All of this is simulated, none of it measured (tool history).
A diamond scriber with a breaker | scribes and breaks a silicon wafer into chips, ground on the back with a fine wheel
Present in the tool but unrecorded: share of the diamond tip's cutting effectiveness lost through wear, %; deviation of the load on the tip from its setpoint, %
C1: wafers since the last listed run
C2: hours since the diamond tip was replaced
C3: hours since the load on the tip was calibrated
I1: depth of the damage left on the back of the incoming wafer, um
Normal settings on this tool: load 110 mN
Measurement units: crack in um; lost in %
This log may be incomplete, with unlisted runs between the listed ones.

{"run": 1, "hour": 0.0, "load": 110, "C1": 0, "C2": 34.5, "C3": 1211.4, "I1": 2.51, "crack": 8.62, "lost": 2.88}
{"run": 2, "hour": 27.4, "load": 127, "C1": 79, "C2": 61.9, "C3": 1238.8, "I1": 2.69, "crack": 9.23, "lost": 3.38}
{"run": 3, "hour": 46.7, "load": 127, "C1": 56, "C2": 81.2, "C3": 1258.1, "I1": 1.91, "crack": 9.28, "lost": 2.18}
{"run": 4, "hour": 78.4, "load": 127, "C1": 92, "C2": 112.9, "C3": 1289.8, "I1": 1.96, "crack": 9.46, "lost": 2.39}
{"run": 5, "hour": 93.9, "load": 121, "C1": 45, "C2": 128.4, "C3": 1305.3, "I1": 1.93, "crack": 8.74, "lost": 1.86}
{"run": 6, "hour": 106.3, "load": 110, "C1": 36, "C2": 140.8, "C3": 1317.7, "I1": 2.79, "crack": 8.39, "lost": 3.67}
{"run": 7, "hour": 134.3, "load": 117, "C1": 81, "C2": 168.8, "C3": 1345.7, "I1": 2.29, "crack": 8.68, "lost": 2.19}
{"run": 8, "hour": 165.5, "load": 125, "C1": 90, "C2": 200, "C3": 1376.9, "I1": 2.34, "crack": 9.11, "lost": 2.49}
{"run": 9, "hour": 198.8, "load": 125, "C1": 97, "C2": 233.3, "C3": 1410.2, "I1": 2.42, "crack": 9.28, "lost": 2.81}
{"run": 10, "hour": 219.3, "load": 125, "C1": 59, "C2": 253.8, "C3": 1430.7, "I1": 2.28, "crack": 9.11, "lost": 2.72}
{"run": 11, "hour": 240.6, "load": 132, "C1": 62, "C2": 275.1, "C3": 1452, "I1": 2.52, "crack": 9.55, "lost": 3.3}
{"run": 12, "hour": 271.4, "load": 85, "C1": 89, "C2": 305.9, "C3": 1482.8, "I1": 1.52, "crack": 7.13, "lost": 3.6}
{"run": 13, "hour": 295.1, "load": 101, "C1": 69, "C2": 329.6, "C3": 1506.5, "I1": 2.55, "crack": 8.13, "lost": 3.57}
{"run": 14, "hour": 317.8, "load": 103, "C1": 66, "C2": 352.3, "C3": 1529.2, "I1": 2.2, "crack": 8.24, "lost": 2.44}
{"hour": 326.9, "done": "load on the tip recalibrated"}
{"run": 15, "hour": 353.5, "load": 103, "C1": 98, "C2": 388, "C3": 26.6, "I1": 2.98, "crack": 8.13, "lost": 4.47}
{"run": 16, "hour": 381.7, "load": 103, "C1": 82, "C2": 416.2, "C3": 54.8, "I1": 2.45, "crack": 8.02, "lost": 3.3}
{"run": 17, "hour": 413.7, "load": 110, "C1": 93, "C2": 448.2, "C3": 86.8, "I1": 1.91, "crack": 8.67, "lost": 1.72}
{"run": 18, "hour": 428.2, "load": 110, "C1": 42, "C2": 462.7, "C3": 101.3, "I1": 2.11, "crack": 8.6, "lost": 2}
{"hour": 436.8, "done": "diamond tip replaced by a new one"}
{"run": 19, "hour": 455.2, "load": 87, "C1": 72, "C2": 18.4, "C3": 128.3, "I1": 2.14, "crack": 7.2, "lost": 4.21}
{"run": 20, "hour": 474.7, "load": 136, "C1": 56, "C2": 37.9, "C3": 147.8, "I1": 1.54, "crack": 9.67, "lost": 2.44}
{"run": 21, "hour": 490.6, "load": 118, "C1": 46, "C2": 53.8, "C3": 163.7, "I1": 2.16, "crack": 9.11, "lost": 1.96}
{"run": 22, "hour": 508.0, "load": 134, "C1": 50, "C2": 71.2, "C3": 181.1, "I1": 2.48, "crack": 9.52, "lost": 3.17}
{"run": 23, "hour": 537.7, "load": 118, "C1": 86, "C2": 100.9, "C3": 210.8, "I1": 1.59, "crack": 8.91, "lost": 1.49}
{"run": 24, "hour": 570.5, "load": 110, "C1": 95, "C2": 133.7, "C3": 243.6, "I1": 2.79, "crack": 8.53, "lost": 3.56}
{"run": 25, "hour": 583.7, "load": 90, "C1": 38, "C2": 146.9, "C3": 256.8, "I1": 2.96, "crack": 7.4, "lost": 7.61}
{"run": 26, "hour": 611.5, "load": 96, "C1": 81, "C2": 174.7, "C3": 284.6, "I1": 2.39, "crack": 7.52, "lost": 3.91}
{"run": 27, "hour": 637.7, "load": 110, "C1": 76, "C2": 200.9, "C3": 310.8, "I1": 2.7, "crack": 8.31, "lost": 3.61}
{"run": 28, "hour": 654.6, "load": 110, "C1": 49, "C2": 217.8, "C3": 327.7, "I1": 2.54, "crack": 8.64, "lost": 2.9}
{"run": 29, "hour": 676.9, "load": 81, "C1": 65, "C2": 240.1, "C3": 350, "I1": 2.74, "crack": 6.95, "lost": 8.19}

Estimate the outcome of run 30 from the log above:
{"run": 30, "hour": 710.3, "load": 123, "C1": 97, "C2": 273.5, "C3": 383.4, "I1": 1.52, "crack": "?", "lost": "?"}

Logged for run 30: crack 9.02 um, lost 1.64 %.
If the tool had no hidden condition, the same run with the same run-to-run variation would have returned crack 9.02 um, lost 1.64 %.

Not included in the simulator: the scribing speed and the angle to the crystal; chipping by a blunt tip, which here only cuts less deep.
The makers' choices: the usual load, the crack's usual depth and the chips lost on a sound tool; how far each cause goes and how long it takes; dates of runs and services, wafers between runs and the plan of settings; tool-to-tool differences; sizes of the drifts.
